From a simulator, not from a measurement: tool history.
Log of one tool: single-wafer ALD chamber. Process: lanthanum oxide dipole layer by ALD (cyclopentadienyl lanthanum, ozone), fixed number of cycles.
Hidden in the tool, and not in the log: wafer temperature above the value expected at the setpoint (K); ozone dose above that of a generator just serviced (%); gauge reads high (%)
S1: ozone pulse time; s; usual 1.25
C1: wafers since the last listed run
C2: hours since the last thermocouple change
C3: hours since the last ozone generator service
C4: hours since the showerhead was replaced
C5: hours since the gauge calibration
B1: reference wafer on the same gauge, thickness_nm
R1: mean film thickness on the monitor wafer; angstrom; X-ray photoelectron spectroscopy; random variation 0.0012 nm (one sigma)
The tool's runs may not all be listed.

Run 1, hour 0.0: usual settings but S1 1.08 s; C1 0; C2 399.6; C3 25.1; C4 3749.5; C5 766.6; B1 0.597. Result: R1 5.27 angstrom.
Run 2, hour 84.9: usual settings but S1 1.08 s; C1 944; C2 484.5; C3 110.0; C4 3834.4; C5 851.5; B1 0.597. Result: R1 5.30 angstrom.
Run 3, hour 172.2: usual settings but S1 1.13 s; C1 971; C2 571.8; C3 197.3; C4 3921.7; C5 938.8; B1 0.597. Result: R1 5.35 angstrom.
Run 4, hour 271.7: usual settings but S1 1.13 s; C1 1107; C2 671.3; C3 296.8; C4 4021.2; C5 1038.3; B1 0.596. Result: R1 5.34 angstrom.
Run 5, hour 378.5: usual settings but S1 1.13 s; C1 1188; C2 778.1; C3 403.6; C4 4128.0; C5 1145.1; B1 0.596. Result: R1 5.31 angstrom.
Run 6, hour 436.2: usual settings; C1 642; C2 835.8; C3 461.3; C4 4185.7; C5 1202.8; B1 0.595. Result: R1 5.43 angstrom.
Run 7, hour 502.5: usual settings but S1 1.50 s; C1 737; C2 902.1; C3 527.6; C4 4252.0; C5 1269.1; B1 0.595. Result: R1 5.63 angstrom.
Run 8, hour 601.5: usual settings but S1 1.11 s; C1 1101; C2 1001.1; C3 626.6; C4 4351.0; C5 1368.1; B1 0.595. Result: R1 5.30 angstrom.
Run 9, hour 736.1: usual settings but S1 1.11 s; C1 1497; C2 1135.7; C3 761.2; C4 4485.6; C5 1502.7; B1 0.595. Result: R1 5.27 angstrom.
Run 10, hour 807.0: usual settings but S1 1.11 s; C1 788; C2 1206.6; C3 832.1; C4 4556.5; C5 1573.6; B1 0.595. Result: R1 5.29 angstrom.
At hour 855.9: thermocouple changed; heater temperature recalibrated.
Run 11, hour 868.9: usual settings but S1 1.47 s; C1 599; C2 13.0; C3 894.0; C4 4618.4; C5 1635.5; B1 0.595. Result: R1 5.62 angstrom.
Run 12, hour 934.5: usual settings but S1 1.47 s; C1 729; C2 78.6; C3 959.6; C4 4684.0; C5 1701.1; B1 0.595. Result: R1 5.61 angstrom.
Run 13, hour 1033.8: usual settings; C1 1104; C2 177.9; C3 1058.9; C4 4783.3; C5 1800.4; B1 0.594. Result: R1 5.46 angstrom.
Run 14, hour 1099.8: usual settings but S1 1.45 s; C1 734; C2 243.9; C3 1124.9; C4 4849.3; C5 1866.4; B1 0.594. Result: R1 5.60 angstrom.
Run 15, hour 1144.6: usual settings but S1 1.46 s; C1 498; C2 288.7; C3 1169.7; C4 4894.1; C5 1911.2; B1 0.594. Result: R1 5.60 angstrom.
Run 16, hour 1195.5: usual settings but S1 1.49 s; C1 566; C2 339.6; C3 1220.6; C4 4945.0; C5 1962.1; B1 0.594. Result: R1 5.62 angstrom.
At hour 1259.6: gauge calibrated.
Run 17, hour 1275.9: usual settings but S1 1.72 s; C1 894; C2 420.0; C3 1301.0; C4 5025.4; C5 16.3; B1 0.606. Result: R1 5.83 angstrom.
Run 18, hour 1374.7: usual settings but S1 0.87 s; C1 1099; C2 518.8; C3 1399.8; C4 5124.2; C5 115.1; B1 0.604. Result: R1 4.99 angstrom.
Run 19, hour 1424.4: usual settings; C1 553; C2 568.5; C3 1449.5; C4 5173.9; C5 164.8; B1 0.603. Result: R1 5.53 angstrom.
Run 20, hour 1480.2: usual settings but S1 1.42 s; C1 620; C2 624.3; C3 1505.3; C4 5229.7; C5 220.6; B1 0.602. Result: R1 5.63 angstrom.
At hour 1589.6: showerhead replaced.
At hour 1641.6: ozone generator serviced.
Run 21, hour 1731.3: usual settings but S1 1.05 s; C1 2616; C2 875.4; C3 89.7; C4 141.7; C5 471.7; B1 0.599. Result: R1 5.23 angstrom.
Run 22, hour 1783.4: usual settings but S1 0.94 s; C1 579; C2 927.5; C3 141.8; C4 193.8; C5 523.8; B1 0.598. Result: R1 5.09 angstrom.
Run 23, hour 1825.2: usual settings; C1 465; C2 969.3; C3 183.6; C4 235.6; C5 565.6; B1 0.598. Result: R1 5.47 angstrom.
Run 24, hour 1914.4: usual settings but S1 0.86 s; C1 992; C2 1058.5; C3 272.8; C4 324.8; C5 654.8; B1 0.597. Result: R1 4.94 angstrom.

Forecast run 25:
Run 25, hour 2014.6: usual settings but S1 0.99 s; C1 1114; C2 1158.7; C3 373.0; C4 425.0; C5 755.0; B1 ?. Result: R1 ?.

{"run 25": {"B1": 0.597, "R1": 5.12}}
Without the tool's hidden state the same run would have given R1 5.20 angstrom.
